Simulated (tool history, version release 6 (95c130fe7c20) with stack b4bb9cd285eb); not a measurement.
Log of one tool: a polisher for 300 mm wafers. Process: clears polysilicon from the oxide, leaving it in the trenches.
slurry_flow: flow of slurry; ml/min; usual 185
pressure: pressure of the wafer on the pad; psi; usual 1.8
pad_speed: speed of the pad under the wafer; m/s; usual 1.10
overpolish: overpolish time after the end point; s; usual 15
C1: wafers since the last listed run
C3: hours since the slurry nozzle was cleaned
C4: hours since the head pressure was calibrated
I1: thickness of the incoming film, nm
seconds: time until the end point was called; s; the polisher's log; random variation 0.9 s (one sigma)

{"run": 1, "hour": 0.0, "slurry_flow": 185, "pressure": 1.8, "pad_speed": 1.1, "overpolish": 19, "C1": 0, "wafers polished on this pad": 936, "C3": 182.2, "C4": 288.5, "I1": 493.6, "seconds": 56.6}
{"run": 2, "hour": 48.3, "slurry_flow": 185, "pressure": 1.8, "pad_speed": 1.1, "overpolish": 15, "C1": 282, "wafers polished on this pad": 1219, "C3": 230.5, "C4": 336.8, "I1": 481.8, "seconds": 56.5}
{"run": 3, "hour": 88.0, "slurry_flow": 185, "pressure": 1.8, "pad_speed": 1.1, "overpolish": 15, "C1": 232, "wafers polished on this pad": 1451, "C3": 270.2, "C4": 376.5, "I1": 493.8, "seconds": 59.4}
{"hour": 98.8, "done": "head pressure recalibrated"}
{"run": 4, "hour": 143.3, "slurry_flow": 185, "pressure": 1.8, "pad_speed": 1.1, "overpolish": 8, "C1": 312, "wafers polished on this pad": 1763, "C3": 325.5, "C4": 44.5, "I1": 487.4, "seconds": 60.4}
{"hour": 178.6, "done": "slurry nozzle cleaned"}
{"hour": 184.0, "done": "worn pad replaced by a new one"}
{"run": 5, "hour": 249.2, "slurry_flow": 185, "pressure": 1.8, "pad_speed": 1.1, "overpolish": 8, "C1": 591, "wafers polished on this pad": 381, "C3": 70.6, "C4": 150.4, "I1": 480.7, "seconds": 52.7}
{"run": 6, "hour": 340.2, "slurry_flow": 185, "pressure": 1.8, "pad_speed": 1.1, "overpolish": 15, "C1": 533, "wafers polished on this pad": 914, "C3": 161.6, "C4": 241.4, "I1": 494.8, "seconds": 56.7}
{"run": 7, "hour": 387.1, "slurry_flow": 185, "pressure": 1.8, "pad_speed": 1.1, "overpolish": 15, "C1": 274, "wafers polished on this pad": 1189, "C3": 208.5, "C4": 288.3, "I1": 491.6, "seconds": 57.8}
{"run": 8, "hour": 432.8, "slurry_flow": 185, "pressure": 1.8, "pad_speed": 1.1, "overpolish": 15, "C1": 267, "wafers polished on this pad": 1457, "C3": 254.2, "C4": 334.0, "I1": 483.5, "seconds": 57.8}
{"hour": 466.4, "done": "worn pad replaced by a new one"}
{"run": 9, "hour": 487.9, "slurry_flow": 185, "pressure": 1.8, "pad_speed": 1.1, "overpolish": 17, "C1": 299, "wafers polished on this pad": 125, "C3": 309.3, "C4": 389.1, "I1": 486.9, "seconds": 54.0}
{"hour": 506.7, "done": "slurry nozzle cleaned"}
{"run": 10, "hour": 549.4, "slurry_flow": 185, "pressure": 1.8, "pad_speed": 1.1, "overpolish": 17, "C1": 354, "wafers polished on this pad": 480, "C3": 42.7, "C4": 450.6, "I1": 486.2, "seconds": 54.6}
{"hour": 580.8, "done": "head pressure recalibrated"}
{"run": 11, "hour": 645.7, "slurry_flow": 185, "pressure": 1.8, "pad_speed": 1.1, "overpolish": 15, "C1": 552, "wafers polished on this pad": 1032, "C3": 139.0, "C4": 64.9, "I1": 494.0, "seconds": 57.2}
{"run": 12, "hour": 722.5, "slurry_flow": 185, "pressure": 1.8, "pad_speed": 1.1, "overpolish": 15, "C1": 449, "wafers polished on this pad": 1482, "C3": 215.8, "C4": 141.7, "I1": 491.5, "seconds": 59.7}
{"hour": 775.0, "done": "worn pad replaced by a new one"}
{"run": 13, "hour": 803.8, "slurry_flow": 150, "pressure": 1.6, "pad_speed": 1.1, "overpolish": 19, "C1": 452, "wafers polished on this pad": 168, "C3": 297.1, "C4": 223.0, "I1": 493.0, "seconds": 62.8}
{"hour": 854.5, "done": "slurry nozzle cleaned"}
{"run": 14, "hour": 894.6, "slurry_flow": 185, "pressure": 1.5, "pad_speed": 1.1, "overpolish": 15, "C1": 526, "wafers polished on this pad": 694, "C3": 40.1, "C4": 313.8, "I1": 493.5, "seconds": 63.1}
{"run": 15, "hour": 938.3, "slurry_flow": 135, "pressure": 1.8, "pad_speed": 1.38, "overpolish": 23, "C1": 255, "wafers polished on this pad": 950, "C3": 83.8, "C4": 357.5, "I1": 492.7, "seconds": 45.2}
{"hour": 957.5, "done": "head pressure recalibrated"}
{"run": 16, "hour": 1026.3, "slurry_flow": 185, "pressure": 1.8, "pad_speed": 1.1, "overpolish": 15, "C1": 503, "wafers polished on this pad": 1454, "C3": 171.8, "C4": 68.8, "I1": 490.1, "seconds": 58.3}
{"hour": 1057.7, "done": "worn pad replaced by a new one"}
{"run": 17, "hour": 1103.0, "slurry_flow": 185, "pressure": 1.2, "pad_speed": 1.1, "overpolish": 15, "C1": 425, "wafers polished on this pad": 265, "C3": 248.5, "C4": 145.5, "I1": 488.2, "seconds": 73.8}
{"run": 18, "hour": 1142.5, "slurry_flow": 185, "pressure": 1.8, "pad_speed": 1.1, "overpolish": 15, "C1": 231, "wafers polished on this pad": 496, "C3": 288.0, "C4": 185.0, "I1": 493.3, "seconds": 57.0}
{"hour": 1199.9, "done": "slurry nozzle cleaned"}
{"run": 19, "hour": 1247.4, "slurry_flow": 185, "pressure": 1.8, "pad_speed": 1.1, "overpolish": 15, "C1": 608, "wafers polished on this pad": 1105, "C3": 47.5, "C4": 289.9, "I1": 498.0, "seconds": 57.1}
{"run": 20, "hour": 1316.5, "slurry_flow": 205, "pressure": 1.8, "pad_speed": 1.42, "overpolish": 15, "C1": 404, "wafers polished on this pad": 1509, "C3": 116.6, "C4": 359.0, "I1": 486.1, "seconds": 46.5}
{"hour": 1362.7, "done": "worn pad replaced by a new one"}
{"run": 21, "hour": 1363.2, "slurry_flow": 210, "pressure": 1.8, "pad_speed": 1.1, "overpolish": 15, "C1": 250, "wafers polished on this pad": 3, "C3": 163.3, "C4": 405.7, "I1": 483.3, "seconds": 52.7}
{"hour": 1422.6, "done": "head pressure recalibrated"}
{"run": 22, "hour": 1423.1, "slurry_flow": 185, "pressure": 1.8, "pad_speed": 1.2, "overpolish": 23, "C1": 339, "wafers polished on this pad": 342, "C3": 223.2, "C4": 0.5, "I1": 482.1, "seconds": 50.6}
{"hour": 1487.2, "done": "slurry nozzle cleaned"}
{"run": 23, "hour": 1501.3, "slurry_flow": 185, "pressure": 2.2, "pad_speed": 1.1, "overpolish": 15, "C1": 452, "wafers polished on this pad": 794, "C3": 14.1, "C4": 78.7, "I1": 489.6, "seconds": 46.7}
{"run": 24, "hour": 1607.2, "slurry_flow": 230, "pressure": 1.8, "pad_speed": 0.92, "overpolish": 13, "C1": 620, "wafers polished on this pad": 1414, "C3": 120.0, "C4": 184.6, "I1": 497.0, "seconds": 69.4}

Some steps in seconds between neighbouring runs. How much of each would the tool show without its hidden state too (settings, what came in, random variation), and how much is left for the hidden state, with any gauge scatter that isn't in both results?
The hidden state here: removal rate lost through wear of the pad, %; slurry flow missing at the pad, %; deviation of the head's pressure from its setpoint, %.
Run 4 -> 5: slurry nozzle cleaned, worn pad replaced by a new one. seconds -7.7 s: hidden state -8.3, all else +0.6.
Run 14 -> 15: slurry_flow 185 -> 135, pressure 1.5 -> 1.8, pad_speed 1.10 -> 1.38, overpolish 15 -> 23. seconds -17.9 s: hidden state +0.0, all else -17.9.
Run 20 -> 21: slurry_flow 205 -> 210, pad_speed 1.42 -> 1.10, worn pad replaced by a new one. seconds +6.2 s: hidden state -5.1, all else +11.3.
Run 23 -> 24: slurry_flow 185 -> 230, pressure 2.2 -> 1.8, pad_speed 1.10 -> 0.92, overpolish 15 -> 13. seconds +22.7 s: hidden state +4.8, all else +17.9.
